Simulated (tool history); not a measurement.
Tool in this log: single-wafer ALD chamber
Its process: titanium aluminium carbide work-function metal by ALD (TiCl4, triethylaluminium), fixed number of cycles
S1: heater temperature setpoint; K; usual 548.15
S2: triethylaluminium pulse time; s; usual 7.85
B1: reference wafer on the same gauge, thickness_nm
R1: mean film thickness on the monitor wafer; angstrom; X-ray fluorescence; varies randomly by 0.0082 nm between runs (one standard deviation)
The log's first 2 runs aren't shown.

Run 3, hour 41.2: usual settings; B1 1.492. Result: R1 16.53 angstrom.
Run 4, hour 59.7: usual settings; B1 1.489. Result: R1 16.45 angstrom.
At hour 80: thermocouple changed; heater temperature recalibrated.
Run 5, hour 86.5: usual settings; B1 1.489. Result: R1 16.48 angstrom.
At hour 113.4: showerhead replaced.
Run 6, hour 119.4: usual settings; B1 1.492. Result: R1 16.26 angstrom.
Run 7, hour 140.6: usual settings; B1 1.491. Result: R1 16.47 angstrom.
Run 8, hour 170.4: usual settings; B1 1.493. Result: R1 16.45 angstrom.
Run 9, hour 195.5: usual settings; B1 1.49. Result: R1 16.33 angstrom.
At hour 272.3: triethylaluminium bottle replaced.
Run 10, hour 272.8: usual settings but S2 5.88 s; B1 1.493. Result: R1 13.48 angstrom.
Run 11, hour 290.7: usual settings but S1 543.15 K, S2 6.81 s; B1 1.49. Result: R1 14.22 angstrom.
Run 12, hour 315.5: usual settings but S1 552.15 K, S2 9.06 s; B1 1.49. Result: R1 16.87 angstrom.
Run 13, hour 328.5: usual settings; B1 1.486. Result: R1 15.47 angstrom.
Run 14, hour 344.8: usual settings but S1 562.15 K, S2 5.85 s; B1 1.492. Result: R1 14.3 angstrom.
Run 15, hour 374.2: usual settings; B1 1.491. Result: R1 15.53 angstrom.
Run 16, hour 387.7: usual settings but S2 5.02 s; B1 1.492. Result: R1 11.86 angstrom.
Run 17, hour 408.3: usual settings but S1 539.15 K, S2 6.72 s; B1 1.491. Result: R1 13.94 angstrom.
Run 18, hour 421.5: usual settings but S1 540.15 K, S2 6.4 s; B1 1.493. Result: R1 13.55 angstrom.

For run 19, what comes out?
Run 19, hour 439.2: usual settings; B1 ?. Result: R1 ?.

{"run 19": {"B1": 1.489, "R1": 15.6}}
With no hidden state in the tool, this same run would have given R1 17.08 angstrom.
